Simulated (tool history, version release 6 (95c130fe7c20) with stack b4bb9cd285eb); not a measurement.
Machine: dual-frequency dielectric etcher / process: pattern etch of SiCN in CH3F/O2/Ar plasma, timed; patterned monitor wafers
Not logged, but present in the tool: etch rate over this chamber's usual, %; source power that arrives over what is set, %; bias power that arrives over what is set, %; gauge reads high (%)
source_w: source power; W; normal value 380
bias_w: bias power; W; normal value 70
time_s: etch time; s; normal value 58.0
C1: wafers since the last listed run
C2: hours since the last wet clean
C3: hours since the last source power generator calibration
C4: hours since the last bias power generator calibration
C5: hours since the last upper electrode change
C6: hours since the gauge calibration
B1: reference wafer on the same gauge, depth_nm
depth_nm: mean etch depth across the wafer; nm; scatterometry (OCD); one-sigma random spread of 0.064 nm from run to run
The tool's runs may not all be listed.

run 1 hour=0.0 | source_w=380 bias_w=70 time_s=58.0 | C1=0 C2=359.2 C3=2747.4 C4=1035.9 C5=5117.8 C6=390.0 | B1=22.58 | depth_nm=21.94
run 2 hour=74.1 | source_w=380 bias_w=70 time_s=58.0 | C1=1088 C2=433.3 C3=2821.5 C4=1110.0 C5=5191.9 C6=464.1 | B1=22.61 | depth_nm=21.94
run 3 hour=147.9 | source_w=380 bias_w=70 time_s=58.0 | C1=1083 C2=507.1 C3=2895.3 C4=1183.8 C5=5265.7 C6=537.9 | B1=22.62 | depth_nm=22.30
-- hour=252.1 wet clean of the chamber
run 4 hour=252.6 | source_w=380 bias_w=70 time_s=58.0 | C1=1184 C2=0.5 C3=3000.0 C4=1288.5 C5=5370.4 C6=642.6 | B1=22.61 | depth_nm=21.39
run 5 hour=342.2 | source_w=380 bias_w=70 time_s=58.0 | C1=1315 C2=90.1 C3=3089.6 C4=1378.1 C5=5460.0 C6=732.2 | B1=22.60 | depth_nm=21.44
run 6 hour=426.4 | source_w=380 bias_w=70 time_s=58.0 | C1=1236 C2=174.3 C3=3173.8 C4=1462.3 C5=5544.2 C6=816.4 | B1=22.60 | depth_nm=21.64
-- hour=433.3 gauge calibrated
-- hour=492.6 upper electrode replaced
run 7 hour=514.9 | source_w=380 bias_w=70 time_s=58.0 | C1=947 C2=262.8 C3=3262.3 C4=1550.8 C5=22.3 C6=81.6 | B1=22.61 | depth_nm=21.76
run 8 hour=589.1 | source_w=380 bias_w=70 time_s=58.0 | C1=1089 C2=337.0 C3=3336.5 C4=1625.0 C5=96.5 C6=155.8 | B1=22.59 | depth_nm=21.93
run 9 hour=627.4 | source_w=290 bias_w=55 time_s=66.5 | C1=562 C2=375.3 C3=3374.8 C4=1663.3 C5=134.8 C6=194.1 | B1=22.61 | depth_nm=21.16
run 10 hour=689.0 | source_w=380 bias_w=70 time_s=58.0 | C1=904 C2=436.9 C3=3436.4 C4=1724.9 C5=196.4 C6=255.7 | B1=22.60 | depth_nm=21.93
run 11 hour=734.5 | source_w=380 bias_w=56 time_s=47.0 | C1=668 C2=482.4 C3=3481.9 C4=1770.4 C5=241.9 C6=301.2 | B1=22.63 | depth_nm=16.34
-- hour=803.8 source power generator calibrated
run 12 hour=833.6 | source_w=380 bias_w=62 time_s=58.0 | C1=1396 C2=581.5 C3=29.8 C4=1869.5 C5=341.0 C6=400.3 | B1=22.59 | depth_nm=21.06
-- hour=871.4 bias power generator calibrated
-- hour=905.7 wet clean of the chamber
run 13 hour=906.9 | source_w=380 bias_w=70 time_s=58.0 | C1=665 C2=1.2 C3=103.1 C4=35.5 C5=414.3 C6=473.6 | B1=22.61 | depth_nm=21.50
run 14 hour=1049.9 | source_w=380 bias_w=83 time_s=68.5 | C1=2099 C2=144.2 C3=246.1 C4=178.5 C5=557.3 C6=616.6 | B1=22.61 | depth_nm=27.43
run 15 hour=1143.2 | source_w=340 bias_w=70 time_s=51.0 | C1=1369 C2=237.5 C3=339.4 C4=271.8 C5=650.6 C6=709.9 | B1=22.60 | depth_nm=18.64
run 16 hour=1182.7 | source_w=380 bias_w=70 time_s=73.5 | C1=579 C2=277.0 C3=378.9 C4=311.3 C5=690.1 C6=749.4 | B1=22.59 | depth_nm=27.56

Consider 4 possible next runs. They are alternatives, not a sequence: every one starts from the tool as it was left by run 16. What does each give?
run A hour=1183.1 | source_w=380 bias_w=70 time_s=58.0 | C1=5 C2=277.4 C3=379.3 C4=311.7 C5=690.5 C6=749.8 | B1=? | depth_nm=?
run B hour=1183.1 | source_w=300 bias_w=55 time_s=50.0 | C1=5 C2=277.4 C3=379.3 C4=311.7 C5=690.5 C6=749.8 | B1=? | depth_nm=?
run C hour=1183.1 | source_w=320 bias_w=75 time_s=58.0 | C1=5 C2=277.4 C3=379.3 C4=311.7 C5=690.5 C6=749.8 | B1=? | depth_nm=?
run D hour=1183.1 | source_w=330 bias_w=85 time_s=46.5 | C1=5 C2=277.4 C3=379.3 C4=311.7 C5=690.5 C6=749.8 | B1=? | depth_nm=?

run=A B1=22.60 depth_nm=21.86
run=B B1=22.60 depth_nm=16.04
run=C B1=22.60 depth_nm=21.47
run=D B1=22.60 depth_nm=18.28
With no hidden state in the tool, these same runs would have given:
run=A depth_nm=21.37
run=B depth_nm=15.69
run=C depth_nm=21.00
run=D depth_nm=17.87

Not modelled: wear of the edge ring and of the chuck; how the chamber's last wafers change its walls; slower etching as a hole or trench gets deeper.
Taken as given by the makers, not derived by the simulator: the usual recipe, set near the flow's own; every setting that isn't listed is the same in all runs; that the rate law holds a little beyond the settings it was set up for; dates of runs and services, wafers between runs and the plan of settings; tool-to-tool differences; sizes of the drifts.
